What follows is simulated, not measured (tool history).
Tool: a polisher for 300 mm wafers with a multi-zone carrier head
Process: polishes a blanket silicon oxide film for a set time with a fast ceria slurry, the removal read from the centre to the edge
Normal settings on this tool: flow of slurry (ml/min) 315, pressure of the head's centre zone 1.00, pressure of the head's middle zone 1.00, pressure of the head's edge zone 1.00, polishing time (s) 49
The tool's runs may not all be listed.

run,hour,flow of slurry (ml/min),pressure of the head's centre zone,pressure of the head's middle zone,pressure of the head's edge zone,polishing time (s),wafers since the last listed run,wafers polished on this pad,hours since the slurry nozzle was cleaned,hours since the centre zone pressure was calibrated,hours since the edge zone pressure was calibrated,hours since the carrier head's membrane was replaced,"incoming thickness of the incoming film, nm",film removed at the wafer's centre (nm),film removed at mid-radius (nm),film removed at the wafer's edge (nm)
1,0.0,315,1.00,1.00,1.00,49,0,294,259.8,458.3,1145.5,1015.4,1649.8,519.2,514.7,504.9
2,14.7,315,1.00,1.00,1.00,49,162,457,274.5,473.0,1160.2,1030.1,1692.6,522.7,505.1,495.3
3,34.4,315,1.00,1.00,1.00,49,218,675,294.2,492.7,1179.9,1049.8,1707.8,516.3,499.0,493.0
4,50.2,315,1.00,1.00,1.00,49,174,849,310.0,508.5,1195.7,1065.6,1705.2,513.3,485.7,482.2
5,78.9,315,1.00,1.00,1.00,49,317,1167,338.7,537.2,1224.4,1094.3,1699.5,497.9,472.9,464.4
# hour 111.1: worn pad replaced by a new one
6,111.6,315,1.00,1.00,1.00,49,317,5,371.4,569.9,1257.1,1127.0,1690.5,537.4,523.1,512.3
# hour 119.1: carrier head's membrane replaced by a new one
7,131.1,315,1.02,1.00,1.00,49,160,165,390.9,589.4,1276.6,12.0,1702.5,554.3,513.7,499.6
8,143.2,315,1.06,1.09,0.96,49,133,299,403.0,601.5,1288.7,24.1,1674.2,566.5,546.9,491.8
9,164.0,315,1.00,1.00,1.00,49,230,529,423.8,622.3,1309.5,44.9,1667.5,539.2,492.9,498.5
# hour 189.6: centre zone pressure recalibrated
10,190.1,370,1.10,1.00,1.00,49,266,796,449.9,0.5,1335.6,71.0,1657.4,529.7,499.2,479.9
# hour 201.4: slurry nozzle cleaned
# hour 207.1: edge zone pressure recalibrated
11,211.5,315,1.00,1.00,1.00,49,203,1000,10.1,21.9,4.4,92.4,1678.1,479.3,475.8,471.5
12,225.6,315,1.00,0.95,0.93,49,156,1156,24.2,36.0,18.5,106.5,1704.1,464.9,454.3,447.5
# hour 231.2: worn pad replaced by a new one
13,239.9,315,1.00,1.00,1.00,54,113,96,38.5,50.3,32.8,120.8,1673.5,544.6,543.0,543.2
14,257.8,385,1.09,1.11,1.00,49,198,294,56.4,68.2,50.7,138.7,1674.5,524.2,546.2,492.7
15,292.0,220,1.00,1.00,1.00,56,378,672,90.6,102.4,84.9,172.9,1702.5,533.9,538.1,538.7

Below are 4 alternative next runs, each starting from the tool's condition after run 15. Predict each:
A,292.4,315,1.00,1.00,1.00,49,4,677,91.0,102.8,85.3,173.3,1690.8,?,?,?
B,292.4,380,0.93,1.07,1.10,49,4,677,91.0,102.8,85.3,173.3,1690.8,?,?,?
C,292.4,235,1.00,0.95,1.09,44,4,677,91.0,102.8,85.3,173.3,1690.8,?,?,?
D,292.4,315,1.08,1.00,1.00,42,4,677,91.0,102.8,85.3,173.3,1690.8,?,?,?

run,film removed at the wafer's centre (nm),film removed at mid-radius (nm),film removed at the wafer's edge (nm)
A,476.5,490.3,475.9
B,453.3,524.6,502.3
C,419.9,414.7,440.6
D,436.3,420.1,407.9
With the hidden condition removed and each run's random variation left untouched, the same runs would have given:
run,film removed at the wafer's centre (nm),film removed at mid-radius (nm),film removed at the wafer's edge (nm)
A,505.2,521.5,506.2
B,480.6,558.0,534.2
C,445.2,441.1,468.6
D,462.6,446.8,433.8
